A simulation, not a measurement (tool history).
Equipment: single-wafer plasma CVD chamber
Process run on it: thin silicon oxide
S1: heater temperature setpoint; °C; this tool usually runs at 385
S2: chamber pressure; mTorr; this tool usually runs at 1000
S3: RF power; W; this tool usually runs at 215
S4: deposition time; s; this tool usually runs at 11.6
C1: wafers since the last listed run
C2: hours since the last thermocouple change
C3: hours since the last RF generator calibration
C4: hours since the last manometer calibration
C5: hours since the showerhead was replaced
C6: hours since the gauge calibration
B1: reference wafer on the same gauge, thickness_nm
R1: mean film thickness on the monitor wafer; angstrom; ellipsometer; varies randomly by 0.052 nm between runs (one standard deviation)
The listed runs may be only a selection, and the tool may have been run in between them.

run   hour   S1    S2   S3    S4    C1     C2     C3     C4      C5      C6      B1      R1
  1      0  385  1000  215  11.6     0   72.8  700.6   55.5  5600.1     800  27.095  228.72
  2   14.7  385  1000  215  11.6   401   87.5  715.3   70.2  5614.8   814.7  27.102  227.09
  3   36.3  385  1000  215  11.6   589  109.1  736.9   91.8  5636.4   836.3  27.106  228.22
  4   51.6  385  1000  195  11.6   417  124.4  752.2  107.1  5651.7   851.6  27.098  220.35
  5   72.2  385  1000  195  11.6   561    145  772.8  127.7  5672.3   872.2  27.087  220.26
  6   95.2  385  1000  255  11.6   627    168  795.8  150.7  5695.3   895.2  27.094  241.55
  7  131.4  385  1000  200    10   987  204.2    832  186.9  5731.5   931.4  27.097  191.43
     147.3  -- RF generator calibrated
     157.1  -- showerhead replaced
  8  161.7  395  1240  200  10.4   390  234.5   14.4  217.2     4.6   961.7  27.107  239.91
  9  188.9  385  1220  215  10.7   742  261.7   41.6  244.4    31.8   988.9  27.089   251.4
 10  212.6  385  1000  215  11.6   646  285.4   65.3  268.1    55.5  1012.6  27.098  233.91
 11  245.8  390  1000  215  11.6   905  318.6   98.5  301.3    88.7  1045.8  27.105  232.07
 12  328.7  385   900  230  11.6  2261  401.5  181.4  384.2   171.6  1128.7  27.108  208.91
 13  350.2  385  1000  215  10.9   586    423  202.9  405.7   193.1  1150.2  27.094  217.36
 14  373.2  385  1220  215  11.6   627    446  225.9  428.7   216.1  1173.2  27.108  270.01
     384.6  -- gauge calibrated
 15  398.4  385  1000  175  11.6   687  471.2  251.1  453.9   241.3    13.8    27.1  214.43

Run 16 comes next. What will it give?
 16  420.8  385  1000  245  11.6  611  493.6  273.5  476.3  263.7  36.2   ?   ?

Logged for run 16: B1 27.099, R1 240.58 angstrom.
Had the tool carried no hidden state, the very same run would have given R1 245.33 angstrom.

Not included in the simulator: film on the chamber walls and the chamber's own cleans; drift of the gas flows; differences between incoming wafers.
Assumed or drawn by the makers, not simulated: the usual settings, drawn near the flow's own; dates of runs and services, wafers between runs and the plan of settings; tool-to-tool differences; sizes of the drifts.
